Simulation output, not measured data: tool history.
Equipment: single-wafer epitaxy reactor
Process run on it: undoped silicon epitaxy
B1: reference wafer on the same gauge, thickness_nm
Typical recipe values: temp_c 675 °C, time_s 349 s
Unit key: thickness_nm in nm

run 1 day=0.000 | temp_c=675 time_s=349 | B1=81.935 | thickness_nm=90.468
run 2 day=7.329 | temp_c=683 time_s=399 | B1=81.440 | thickness_nm=124.342
run 3 day=10.529 | temp_c=683 time_s=399 | B1=81.224 | thickness_nm=125.047
run 4 day=13.192 | temp_c=683 time_s=399 | B1=81.098 | thickness_nm=124.207
run 5 day=17.538 | temp_c=675 time_s=349 | B1=80.830 | thickness_nm=89.503
run 6 day=24.375 | temp_c=675 time_s=349 | B1=80.188 | thickness_nm=88.268
run 7 day=28.367 | temp_c=675 time_s=349 | B1=79.908 | thickness_nm=88.935
run 8 day=30.321 | temp_c=675 time_s=349 | B1=79.728 | thickness_nm=88.921
run 9 day=32.954 | temp_c=678 time_s=300 | B1=79.512 | thickness_nm=81.773
-- day=33.996 gauge calibrated
run 10 day=36.171 | temp_c=678 time_s=300 | B1=83.007 | thickness_nm=84.853
-- day=38.188 pyrometer calibrated
run 11 day=39.758 | temp_c=678 time_s=300 | B1=83.093 | thickness_nm=86.057
run 12 day=44.075 | temp_c=675 time_s=349 | B1=83.025 | thickness_nm=91.524
run 13 day=46.912 | temp_c=662 time_s=404 | B1=82.907 | thickness_nm=77.583
run 14 day=50.721 | temp_c=689 time_s=304 | B1=82.971 | thickness_nm=110.742
run 15 day=53.008 | temp_c=686 time_s=349 | B1=82.916 | thickness_nm=117.962
run 16 day=54.912 | temp_c=675 time_s=349 | B1=82.821 | thickness_nm=91.522
run 17 day=56.604 | temp_c=686 time_s=330 | B1=82.877 | thickness_nm=113.075
run 18 day=60.429 | temp_c=675 time_s=349 | B1=82.662 | thickness_nm=92.030
run 19 day=63.117 | temp_c=680 time_s=295 | B1=82.567 | thickness_nm=88.131
run 20 day=65.725 | temp_c=675 time_s=349 | B1=82.336 | thickness_nm=91.264
run 21 day=68.696 | temp_c=667 time_s=315 | B1=82.398 | thickness_nm=68.081
run 22 day=70.583 | temp_c=682 time_s=349 | B1=82.330 | thickness_nm=107.189
run 23 day=72.350 | temp_c=675 time_s=349 | B1=82.219 | thickness_nm=91.716
run 24 day=75.204 | temp_c=675 time_s=349 | B1=82.078 | thickness_nm=90.709
run 25 day=77.117 | temp_c=665 time_s=322 | B1=81.880 | thickness_nm=65.732

Hidden state or all else? Some run-to-run changes of thickness_nm, split into what the settings, what came in and random variation would give without the hidden state, and what is left for the hidden state (with any gauge scatter that isn't in both results):
Hidden state present: wafer temperature above the value expected at the setpoint (K); gauge reads high (%).
Run 1 -> 2: temp_c 675 -> 683, time_s 349 -> 399. thickness_nm +33.874 nm: hidden state -1.054, all else +34.928.
Run 4 -> 5: temp_c 683 -> 675, time_s 399 -> 349. thickness_nm -34.704 nm: hidden state +0.443, all else -35.147.
Run 9 -> 10: gauge calibrated. thickness_nm +3.080 nm: hidden state +3.643, all else -0.563.
Run 21 -> 22: temp_c 667 -> 682, time_s 315 -> 349. thickness_nm +39.108 nm: hidden state -0.371, all else +39.479.
